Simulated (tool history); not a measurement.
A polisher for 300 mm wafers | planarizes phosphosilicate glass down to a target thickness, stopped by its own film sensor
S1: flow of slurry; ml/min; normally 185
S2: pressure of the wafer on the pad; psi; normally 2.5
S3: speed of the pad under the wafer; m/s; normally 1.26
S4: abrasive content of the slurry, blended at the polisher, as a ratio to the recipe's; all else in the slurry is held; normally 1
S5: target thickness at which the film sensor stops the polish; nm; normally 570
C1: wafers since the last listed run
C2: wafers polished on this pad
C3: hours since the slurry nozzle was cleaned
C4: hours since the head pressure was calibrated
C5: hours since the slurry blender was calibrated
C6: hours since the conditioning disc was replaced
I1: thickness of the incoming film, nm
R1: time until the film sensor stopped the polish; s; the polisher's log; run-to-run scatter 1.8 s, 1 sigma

run    hour   S1   S2    S3    S4   S5    C1    C2     C3      C4     C5     C6      I1     R1
  1       0  185  2.5  1.26  1.15  570     0     5  498.9   537.7  260.4   56.3  1341.8     96
  2    96.9  185  2.5  1.26  1.15  570  1069  1075  595.8   634.6  357.3  153.2  1316.3   94.6
  3   146.7  185  2.5  1.26     1  487   549  1624  645.6   684.4  407.1    203    1336  115.9
      266.9  -- slurry blender recalibrated
        295  -- slurry nozzle cleaned
  4   396.5  150  2.5  1.26     1  570  2723  4348  101.5   934.2  129.6  452.8  1345.1   99.9
  5   458.2  150  2.5  1.26     1  570   680  5029  163.2   995.9  191.3  514.5  1347.8  101.2
      475.6  -- conditioning disc replaced and pad reconditioned
  6   564.3  150  2.5  1.26     1  419  1148  6178  269.3    1102  297.4   88.7  1325.4  120.5
  7   618.1  150  2.5  1.26     1  419   593  6772  323.1  1155.8  351.2  142.5    1338  122.5
      641.6  -- worn pad replaced by a new one
  8   699.2  185  2.5  1.26     1  570   850   635  404.2  1236.9  432.3  223.6  1311.6   97.8
      731.3  -- head pressure recalibrated
  9   798.6  215  2.5   1.1     1  570  1074  1710  503.6    67.3  531.7    323  1330.3  106.1
      859.5  -- slurry blender recalibrated
 10   884.7  185  3.3   0.9  1.15  828   928  2638  589.7   153.4   25.2  409.1  1325.4   63.5
 11   964.8  185  2.5  1.26  1.25  500   884  3522  669.8   233.5  105.3  489.2  1300.7   97.4
     1047.9  -- slurry nozzle cleaned
 12  1061.7  185  2.5  1.26     1  570  1058  4580   13.8   330.4  202.2  586.1  1321.8   92.6
     1070.6  -- conditioning disc replaced and pad reconditioned
 13  1153.3  185  2.5  1.26     1  570   988  5569  105.4     422  293.8   82.7  1356.9  101.4
     1198.8  -- worn pad replaced by a new one, of another model than before
 14  1219.1  185  2.5  1.26     1  570   682   224  171.2   487.8  359.6  148.5    1324   95.6
 15  1318.7  185  2.5  1.26     1  681  1099  1323  270.8   587.4  459.2  248.1  1335.2   79.7
     1355.8  -- slurry blender recalibrated
 16  1401.3  185  2.5  1.26     1  668   889  2213  353.4     670   45.5  330.7  1330.4   81.9
 17  1442.7  185  2.5  1.26     1  570   456  2670  394.8   711.4   86.9  372.1  1328.1   96.7
 18  1482.3  215  2.9  1.26   0.9  406   437  3107  434.4     751  126.5  411.7  1331.9  110.8
 19  1530.9  185  2.5  1.26     1  431   536  3643    483   799.6  175.1  460.3  1337.4  115.6

The next listed run, before its measurement:
 20  1579.1  210  2.1  1.26   1  419  531  4175  531.2  847.8  223.3  508.5  1318.7   ?

{"run 20": {"R1": 119.7}}
With the hidden condition absent and the run-to-run variation left alone, this run would have shown R1 115.9 s.

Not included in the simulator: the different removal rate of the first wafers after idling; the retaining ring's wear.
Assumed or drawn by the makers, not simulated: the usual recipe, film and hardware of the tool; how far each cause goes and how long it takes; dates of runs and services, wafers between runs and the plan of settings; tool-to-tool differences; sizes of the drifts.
